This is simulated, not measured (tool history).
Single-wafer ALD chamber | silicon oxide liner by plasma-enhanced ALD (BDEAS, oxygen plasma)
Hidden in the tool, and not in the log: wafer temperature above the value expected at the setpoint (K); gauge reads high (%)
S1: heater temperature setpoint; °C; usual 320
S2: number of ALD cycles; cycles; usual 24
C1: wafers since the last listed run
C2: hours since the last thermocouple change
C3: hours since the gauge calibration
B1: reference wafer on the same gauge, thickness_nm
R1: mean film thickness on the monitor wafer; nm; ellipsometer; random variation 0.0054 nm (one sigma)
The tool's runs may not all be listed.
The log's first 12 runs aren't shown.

| run | hour | S1 | S2 | C1 | C2 | C3 | B1 | R1 |
|---|---|---|---|---|---|---|---|---|
| 13 | 917.7 | 320 | 24 | 683 | 2681.4 | 1157.8 | 1.88 | 2.146 |
| 14 | 997.7 | 320 | 24 | 606 | 2761.4 | 1237.8 | 1.88 | 2.159 |
| 15 | 1056.6 | 320 | 24 | 446 | 2820.3 | 1296.7 | 1.88 | 2.156 |
| 16 | 1117.1 | 320 | 24 | 458 | 2880.8 | 1357.2 | 1.882 | 2.156 |
| 17 | 1170.6 | 329 | 24 | 405 | 2934.3 | 1410.7 | 1.88 | 2.13 |
| 18 | 1236.2 | 331 | 27 | 497 | 2999.9 | 1476.3 | 1.881 | 2.383 |
|  | 1281.2 | gauge calibrated |
| 19 | 1290 | 311 | 22 | 407 | 3053.7 | 8.8 | 1.88 | 1.995 |
| 20 | 1381.9 | 320 | 22 | 696 | 3145.6 | 100.7 | 1.88 | 1.968 |
| 21 | 1464.5 | 320 | 24 | 625 | 3228.2 | 183.3 | 1.88 | 2.156 |
|  | 1491 | thermocouple changed; heater temperature recalibrated |
| 22 | 1538.9 | 330 | 26 | 503 | 47.9 | 257.7 | 1.881 | 2.285 |
| 23 | 1630.7 | 320 | 20 | 695 | 139.7 | 349.5 | 1.88 | 1.788 |
| 24 | 1674.5 | 320 | 21 | 331 | 183.5 | 393.3 | 1.881 | 1.882 |
| 25 | 1725.1 | 334 | 26 | 383 | 234.1 | 443.9 | 1.88 | 2.286 |
| 26 | 1801.8 | 307 | 21 | 581 | 310.8 | 520.6 | 1.88 | 1.913 |
| 27 | 1860.1 | 320 | 24 | 441 | 369.1 | 578.9 | 1.881 | 2.15 |
| 28 | 1933.3 | 320 | 19 | 554 | 442.3 | 652.1 | 1.88 | 1.7 |
| 29 | 2032.9 | 320 | 24 | 754 | 541.9 | 751.7 | 1.879 | 2.146 |
| 30 | 2132.1 | 326 | 24 | 751 | 641.1 | 850.9 | 1.88 | 2.136 |
| 31 | 2238.7 | 320 | 27 | 807 | 747.7 | 957.5 | 1.879 | 2.411 |
| 32 | 2275.7 | 316 | 24 | 280 | 784.7 | 994.5 | 1.88 | 2.161 |
| 33 | 2383.7 | 327 | 21 | 818 | 892.7 | 1102.5 | 1.881 | 1.858 |
| 34 | 2433.8 | 326 | 22 | 379 | 942.8 | 1152.6 | 1.879 | 1.955 |
| 35 | 2504.7 | 314 | 24 | 537 | 1013.7 | 1223.5 | 1.88 | 2.165 |

4 ways to go on from here, each from the tool as it stands after run 35. What would each give?
| A | 2505.1 | 327 | 24 | 3 | 1014.1 | 1223.9 | ? | ? |
| B | 2505.1 | 309 | 20 | 3 | 1014.1 | 1223.9 | ? | ? |
| C | 2505.1 | 335 | 25 | 3 | 1014.1 | 1223.9 | ? | ? |
| D | 2505.1 | 327 | 26 | 3 | 1014.1 | 1223.9 | ? | ? |

| run | B1 | R1 |
|---|---|---|
| A | 1.881 | 2.141 |
| B | 1.881 | 1.828 |
| C | 1.881 | 2.205 |
| D | 1.881 | 2.319 |
Without the tool's hidden state the same runs would have given:
| run | R1 |
|---|---|
| A | 2.141 |
| B | 1.828 |
| C | 2.205 |
| D | 2.319 |

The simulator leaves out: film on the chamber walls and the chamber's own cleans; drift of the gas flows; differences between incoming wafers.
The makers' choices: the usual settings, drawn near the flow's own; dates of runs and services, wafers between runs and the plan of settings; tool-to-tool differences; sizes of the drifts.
